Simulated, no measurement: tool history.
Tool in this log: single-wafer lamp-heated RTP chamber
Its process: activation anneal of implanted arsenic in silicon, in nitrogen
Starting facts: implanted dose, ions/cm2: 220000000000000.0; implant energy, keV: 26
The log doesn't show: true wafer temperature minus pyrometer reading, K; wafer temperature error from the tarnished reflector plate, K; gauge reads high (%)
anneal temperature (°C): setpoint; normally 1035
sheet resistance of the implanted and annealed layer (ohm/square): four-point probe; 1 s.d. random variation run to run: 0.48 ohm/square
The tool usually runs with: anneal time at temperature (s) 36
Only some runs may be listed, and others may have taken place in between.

run   hour  anneal temperature (°C)  anneal time at temperature (s)  wafers since the last listed run  wafers since the last pyrometer calibration  wafers since the reflector plate was cleaned  hours since the gauge calibration  read-back reference wafer on the same gauge, sheet resistance  sheet resistance of the implanted and annealed layer (ohm/square)
  1      0                     1035                              23                                 0                                         3348                                          2223                              125.8                                                         261.16                                                             322.48
  2   17.7                     1035                              23                               243                                         3592                                          2467                              143.5                                                         260.83                                                             323.12
  3   26.1                     1023                              36                               115                                         3707                                          2582                              151.9                                                         260.94                                                             321.67
  4     34                     1019                              36                               108                                         3816                                          2691                              159.8                                                         261.09                                                             321.88
  5   48.8                     1035                              24                               203                                         4019                                          2894                              174.6                                                         260.74                                                             322.67
  6   90.2                     1016                              25                               569                                         4589                                          3463                                216                                                         260.91                                                             323.46
  7  102.7                     1016                              25                               171                                         4760                                          3635                              228.5                                                         261.06                                                             323.87
  8  110.2                     1016                              25                               103                                         4864                                          3738                                236                                                         260.88                                                             323.37
  9  122.7                     1035                              36                               171                                         5035                                          3910                              248.5                                                         260.95                                                             320.45
 10  136.3                     1035                              36                               186                                         5222                                          4097                              262.1                                                         261.12                                                             318.52
 11  148.9                     1035                              36                               173                                         5396                                          4270                              274.7                                                         260.97                                                             320.05
 12  159.9                     1035                              19                               151                                         5547                                          4422                              285.7                                                         260.92                                                             323.43
 13  173.9                     1035                              20                               192                                         5739                                          4614                              299.7                                                         260.84                                                             322.41
 14  185.8                     1035                              20                               163                                         5903                                          4778                              311.6                                                         260.87                                                             323.16
 15  194.1                     1035                              46                               114                                         6017                                          4892                              319.9                                                         261.08                                                             317.52
 16  205.1                     1035                              26                               151                                         6168                                          5043                              330.9                                                         260.88                                                             320.83
 17  219.8                     1035                              26                               202                                         6370                                          5245                              345.6                                                         261.06                                                             322.04
 18  232.9                     1035                              36                               180                                         6550                                          5425                              358.7                                                          260.9                                                             317.99
 19  244.7                     1035                              36                               162                                         6713                                          5587                              370.5                                                         261.06                                                             319.02
 20  253.3                     1062                              27                               118                                         6831                                          5706                              379.1                                                         260.93                                                             316.87
 21  265.7                     1035                              36                               170                                         7001                                          5876                              391.5                                                         261.04                                                             319.12
     276.2  -- pyrometer window cleaned and pyrometer calibrated
 22  276.7                     1046                              46                                41                                            6                                          5917                              402.5                                                         261.01                                                             317.56
 23  281.6                     1035                              36                                67                                           74                                          5985                              407.4                                                         260.99                                                             321.37
 24  298.2                     1061                              36                               228                                          302                                          6213                                424                                                         260.97                                                             316.05
     301.7  -- gauge calibrated
 25  310.9                     1035                              36                               174                                          477                                          6388                                9.2                                                            261                                                             320.27
 26  323.6                     1064                              36                               174                                          651                                          6562                               21.9                                                         260.98                                                             316.71
 27  334.4                     1035                              30                               148                                          800                                          6711                               32.7                                                         261.06                                                             322.55
     354.9  -- reflector plate cleaned
 28  355.4                     1016                              43                               178                                          978                                             6                               53.7                                                         260.91                                                             321.33
 29    359                     1027                              25                                49                                         1028                                            56                               57.3                                                         260.93                                                              323.2
 30    372                     1018                              21                               178                                         1207                                           234                               70.3                                                         261.06                                                              324.4
 31  387.1                     1035                              36                               207                                         1414                                           442                               85.4                                                         261.09                                                             320.87
 32  399.1                     1065                              19                               164                                         1579                                           607                               97.4                                                         261.09                                                             320.86
 33  410.7                     1035                              36                               159                                         1739                                           766                                109                                                         260.96                                                             319.98
 34  423.9                     1048                              53                               181                                         1920                                           948                              122.2                                                         261.18                                                             315.24
 35  441.4                     1035                              36                               240                                         2161                                          1188                              139.7                                                         261.15                                                             320.59
 36  449.1                     1035                              36                               105                                         2267                                          1294                              147.4                                                         261.04                                                             320.18
 37  470.3                     1019                              50                               291                                         2558                                          1586                              168.6                                                            261                                                             321.33

The same runs without the tool's hidden state, with the same run-to-run variation:
run  sheet resistance of the implanted and annealed layer (ohm/square)
  1                                                             322.94
  2                                                             323.63
  3                                                             322.25
  4                                                             322.46
  5                                                             323.29
  6                                                              324.1
  7                                                             324.56
  8                                                             324.08
  9                                                             321.56
 10                                                              319.7
 11                                                              321.3
 12                                                             324.39
 13                                                             323.45
 14                                                             324.27
 15                                                             319.28
 16                                                             322.18
 17                                                             323.48
 18                                                             319.79
 19                                                             320.91
 20                                                             319.24
 21                                                             321.18
 22                                                              317.7
 23                                                             321.48
 24                                                             316.21
 25                                                             320.38
 26                                                             316.89
 27                                                             322.67
 28                                                             321.46
 29                                                             323.31
 30                                                             324.51
 31                                                             321.05
 32                                                             321.07
 33                                                              320.2
 34                                                             315.61
 35                                                             320.87
 36                                                             320.48
 37                                                             321.69
